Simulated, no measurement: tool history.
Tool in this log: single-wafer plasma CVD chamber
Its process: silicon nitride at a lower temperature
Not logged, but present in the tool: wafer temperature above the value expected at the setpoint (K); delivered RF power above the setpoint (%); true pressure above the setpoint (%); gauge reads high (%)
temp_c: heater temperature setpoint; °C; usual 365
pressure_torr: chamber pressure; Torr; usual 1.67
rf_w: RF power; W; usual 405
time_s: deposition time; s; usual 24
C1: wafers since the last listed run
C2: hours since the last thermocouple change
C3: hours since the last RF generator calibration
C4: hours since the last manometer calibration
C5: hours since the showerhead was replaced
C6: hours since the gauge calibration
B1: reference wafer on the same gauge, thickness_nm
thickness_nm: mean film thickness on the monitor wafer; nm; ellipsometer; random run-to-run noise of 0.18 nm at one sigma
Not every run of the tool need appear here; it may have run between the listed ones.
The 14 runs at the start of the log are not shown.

{"hour": 364.2, "done": "gauge calibrated"}
{"run": 15, "hour": 373.1, "temp_c": 377, "pressure_torr": 1.3, "rf_w": 405, "time_s": 21, "C1": 421, "C2": 187.1, "C3": 211.7, "C4": 123.6, "C5": 6326.3, "C6": 8.9, "B1": 39.59, "thickness_nm": 26.251}
{"run": 16, "hour": 406.5, "temp_c": 365, "pressure_torr": 1.67, "rf_w": 405, "time_s": 26, "C1": 649, "C2": 220.5, "C3": 245.1, "C4": 157, "C5": 6359.7, "C6": 42.3, "B1": 39.611, "thickness_nm": 37.19}
{"run": 17, "hour": 424.0, "temp_c": 365, "pressure_torr": 1.67, "rf_w": 405, "time_s": 24, "C1": 340, "C2": 238, "C3": 262.6, "C4": 174.5, "C5": 6377.2, "C6": 59.8, "B1": 39.572, "thickness_nm": 34.548}
{"run": 18, "hour": 439.9, "temp_c": 365, "pressure_torr": 1.67, "rf_w": 405, "time_s": 24, "C1": 309, "C2": 253.9, "C3": 278.5, "C4": 190.4, "C5": 6393.1, "C6": 75.7, "B1": 39.628, "thickness_nm": 34.941}
{"hour": 469.1, "done": "showerhead replaced"}
{"run": 19, "hour": 469.6, "temp_c": 361, "pressure_torr": 1.26, "rf_w": 480, "time_s": 19.4, "C1": 421, "C2": 283.6, "C3": 308.2, "C4": 220.1, "C5": 0.5, "C6": 105.4, "B1": 39.711, "thickness_nm": 27.077}
{"run": 20, "hour": 493.7, "temp_c": 359, "pressure_torr": 2.06, "rf_w": 405, "time_s": 24, "C1": 468, "C2": 307.7, "C3": 332.3, "C4": 244.2, "C5": 24.6, "C6": 129.5, "B1": 39.629, "thickness_nm": 37.464}
{"run": 21, "hour": 515.7, "temp_c": 365, "pressure_torr": 1.67, "rf_w": 405, "time_s": 24, "C1": 427, "C2": 329.7, "C3": 354.3, "C4": 266.2, "C5": 46.6, "C6": 151.5, "B1": 39.6, "thickness_nm": 34.479}
{"run": 22, "hour": 529.5, "temp_c": 358, "pressure_torr": 1.67, "rf_w": 405, "time_s": 26.4, "C1": 268, "C2": 343.5, "C3": 368.1, "C4": 280, "C5": 60.4, "C6": 165.3, "B1": 39.729, "thickness_nm": 38.052}
{"run": 23, "hour": 547.8, "temp_c": 365, "pressure_torr": 1.67, "rf_w": 435, "time_s": 22, "C1": 355, "C2": 361.8, "C3": 386.4, "C4": 298.3, "C5": 78.7, "C6": 183.6, "B1": 39.718, "thickness_nm": 33.519}
{"run": 24, "hour": 577.1, "temp_c": 354, "pressure_torr": 1.95, "rf_w": 405, "time_s": 24, "C1": 569, "C2": 391.1, "C3": 415.7, "C4": 327.6, "C5": 108, "C6": 212.9, "B1": 39.632, "thickness_nm": 37.238}
{"run": 25, "hour": 591.7, "temp_c": 365, "pressure_torr": 1.67, "rf_w": 405, "time_s": 24, "C1": 283, "C2": 405.7, "C3": 430.3, "C4": 342.2, "C5": 122.6, "C6": 227.5, "B1": 39.65, "thickness_nm": 34.509}
{"run": 26, "hour": 621.4, "temp_c": 365, "pressure_torr": 1.67, "rf_w": 405, "time_s": 24, "C1": 577, "C2": 435.4, "C3": 460, "C4": 371.9, "C5": 152.3, "C6": 257.2, "B1": 39.611, "thickness_nm": 34.396}

For run 27, what comes out?
{"run": 27, "hour": 642.7, "temp_c": 376, "pressure_torr": 1.84, "rf_w": 355, "time_s": 19.8, "C1": 413, "C2": 456.7, "C3": 481.3, "C4": 393.2, "C5": 173.6, "C6": 278.5, "B1": "?", "thickness_nm": "?"}

Run 27 gave B1 39.629, thickness_nm 26.621 nm.
With no hidden state in the tool, this same run would have given thickness_nm 27.082 nm.
